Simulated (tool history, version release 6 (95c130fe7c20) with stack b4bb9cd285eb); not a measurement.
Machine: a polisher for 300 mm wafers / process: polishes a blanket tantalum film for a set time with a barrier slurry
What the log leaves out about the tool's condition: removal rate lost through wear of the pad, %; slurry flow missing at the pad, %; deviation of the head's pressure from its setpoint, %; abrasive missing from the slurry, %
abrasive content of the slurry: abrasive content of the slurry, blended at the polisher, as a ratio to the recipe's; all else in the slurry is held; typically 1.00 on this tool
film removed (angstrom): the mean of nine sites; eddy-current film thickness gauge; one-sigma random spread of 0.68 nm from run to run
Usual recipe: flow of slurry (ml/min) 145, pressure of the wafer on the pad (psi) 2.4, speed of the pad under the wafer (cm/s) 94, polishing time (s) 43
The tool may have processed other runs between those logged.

| run | hour | flow of slurry (ml/min) | pressure of the wafer on the pad (psi) | speed of the pad under the wafer (cm/s) | abrasive content of the slurry | polishing time (s) | wafers since the last listed run | wafers polished on this pad | hours since the slurry nozzle was cleaned | hours since the head pressure was calibrated | hours since the slurry blender was calibrated | incoming thickness of the incoming film, nm | film removed (angstrom) |
|---|---|---|---|---|---|---|---|---|---|---|---|---|---|
| 1 | 0.0 | 130 | 2.4 | 94 | 1.00 | 43 | 0 | 2070 | 81.8 | 687.3 | 70.1 | 312.1 | 657 |
| 2 | 51.5 | 145 | 2.4 | 94 | 1.00 | 43 | 527 | 2598 | 133.3 | 738.8 | 121.6 | 306.2 | 645 |
| 3 | 91.0 | 145 | 2.4 | 94 | 1.00 | 43 | 404 | 3002 | 172.8 | 778.3 | 161.1 | 309.9 | 637 |
| 4 | 123.7 | 145 | 2.4 | 94 | 1.00 | 43 | 334 | 3337 | 205.5 | 811.0 | 193.8 | 316.0 | 619 |
| 5 | 169.4 | 145 | 2.4 | 94 | 1.00 | 43 | 467 | 3805 | 251.2 | 856.7 | 239.5 | 313.3 | 605 |
| 6 | 198.0 | 145 | 2.4 | 94 | 1.00 | 43 | 292 | 4098 | 279.8 | 885.3 | 268.1 | 310.9 | 594 |
|  | 222.5 | worn pad replaced by a new one |
| 7 | 246.8 | 170 | 2.4 | 94 | 1.15 | 43 | 458 | 248 | 328.6 | 934.1 | 316.9 | 307.2 | 694 |
|  | 274.9 | slurry nozzle cleaned |
| 8 | 304.3 | 170 | 2.4 | 94 | 1.15 | 43 | 578 | 827 | 29.4 | 991.6 | 374.4 | 312.9 | 740 |
|  | 318.0 | slurry blender recalibrated |
| 9 | 358.5 | 120 | 2.4 | 94 | 1.00 | 43 | 534 | 1361 | 83.6 | 1045.8 | 40.5 | 311.9 | 646 |
| 10 | 398.6 | 120 | 2.4 | 94 | 1.00 | 43 | 410 | 1772 | 123.7 | 1085.9 | 80.6 | 309.7 | 635 |
| 11 | 460.9 | 120 | 2.4 | 94 | 1.00 | 43 | 637 | 2410 | 186.0 | 1148.2 | 142.9 | 306.6 | 605 |
| 12 | 485.0 | 145 | 2.4 | 94 | 1.00 | 43 | 246 | 2657 | 210.1 | 1172.3 | 167.0 | 311.2 | 637 |
|  | 530.8 | head pressure recalibrated |
| 13 | 548.5 | 145 | 2.4 | 94 | 1.00 | 43 | 629 | 3286 | 273.6 | 17.7 | 230.5 | 311.1 | 616 |
|  | 576.5 | worn pad replaced by a new one |
| 14 | 577.3 | 145 | 2.4 | 94 | 1.00 | 43 | 253 | 8 | 302.4 | 46.5 | 259.3 | 306.1 | 671 |
| 15 | 625.1 | 145 | 2.4 | 110 | 1.00 | 43 | 489 | 497 | 350.2 | 94.3 | 307.1 | 306.7 | 746 |
| 16 | 666.0 | 145 | 2.4 | 94 | 1.00 | 43 | 418 | 916 | 391.1 | 135.2 | 348.0 | 309.5 | 625 |
| 17 | 706.0 | 165 | 2.4 | 94 | 1.00 | 43 | 409 | 1326 | 431.1 | 175.2 | 388.0 | 307.7 | 627 |
|  | 717.0 | slurry blender recalibrated |
| 18 | 732.9 | 145 | 2.4 | 94 | 1.00 | 43 | 254 | 1581 | 458.0 | 202.1 | 15.9 | 309.8 | 596 |
|  | 735.3 | slurry nozzle cleaned |
| 19 | 787.9 | 145 | 2.4 | 104 | 1.25 | 53 | 552 | 2134 | 52.6 | 257.1 | 70.9 | 311.3 | 984 |
|  | 984.6 | worn pad replaced by a new one |
| 20 | 988.4 | 105 | 2.4 | 84 | 1.00 | 43 | 2012 | 38 | 253.1 | 457.6 | 271.4 | 307.6 | 552 |
| 21 | 1049.5 | 145 | 2.4 | 94 | 0.75 | 43 | 625 | 664 | 314.2 | 518.7 | 332.5 | 308.0 | 583 |
| 22 | 1086.2 | 145 | 1.7 | 94 | 1.00 | 43 | 375 | 1040 | 350.9 | 555.4 | 369.2 | 305.2 | 441 |
|  | 1128.4 | slurry blender recalibrated |
| 23 | 1157.7 | 145 | 2.4 | 94 | 1.00 | 43 | 711 | 1751 | 422.4 | 626.9 | 29.3 | 313.1 | 595 |
| 24 | 1182.3 | 115 | 2.4 | 94 | 1.00 | 33 | 251 | 2003 | 447.0 | 651.5 | 53.9 | 310.1 | 409 |
|  | 1183.5 | slurry nozzle cleaned |
| 25 | 1229.9 | 145 | 2.2 | 120 | 1.00 | 43 | 477 | 2481 | 46.4 | 699.1 | 101.5 | 308.6 | 750 |
| 26 | 1316.9 | 145 | 2.4 | 120 | 1.00 | 38 | 890 | 3371 | 133.4 | 786.1 | 188.5 | 315.9 | 681 |
| 27 | 1362.9 | 170 | 2.4 | 120 | 1.00 | 43 | 471 | 3842 | 179.4 | 832.1 | 234.5 | 311.6 | 798 |
|  | 1414.4 | worn pad replaced by a new one |
|  | 1503.4 | slurry blender recalibrated |
|  | 1562.7 | slurry nozzle cleaned |
| 28 | 1578.4 | 145 | 2.4 | 94 | 1.00 | 53 | 2134 | 1648 | 15.7 | 1047.6 | 75.0 | 304.2 | 831 |
| 29 | 1647.7 | 170 | 1.8 | 122 | 1.00 | 43 | 709 | 2358 | 85.0 | 1116.9 | 144.3 | 310.0 | 616 |
| 30 | 1718.7 | 170 | 3.1 | 78 | 1.00 | 51 | 727 | 3085 | 156.0 | 1187.9 | 215.3 | 312.3 | 857 |
|  | 1779.9 | worn pad replaced by a new one |
| 31 | 1790.7 | 145 | 3.0 | 104 | 1.00 | 50 | 696 | 110 | 228.0 | 1259.9 | 287.3 | 312.9 | 1044 |

Measured result minus the same run's result without the hidden state. Both carry the same run-to-run variation, though not necessarily the same gauge scatter:
| run | film removed (angstrom) |
|---|---|
| 1 | -58 |
| 2 | -72 |
| 3 | -87 |
| 4 | -98 |
| 5 | -115 |
| 6 | -126 |
| 7 | -75 |
| 8 | -25 |
| 9 | -42 |
| 10 | -55 |
| 11 | -76 |
| 12 | -83 |
| 13 | -106 |
| 14 | -57 |
| 15 | -88 |
| 16 | -94 |
| 17 | -104 |
| 18 | -126 |
| 19 | -67 |
| 20 | -57 |
| 21 | -69 |
| 22 | -64 |
| 23 | -123 |
| 24 | -114 |
| 25 | -67 |
| 26 | -94 |
| 27 | -126 |
| 28 | -58 |
| 29 | -62 |
| 30 | -119 |
| 31 | -101 |
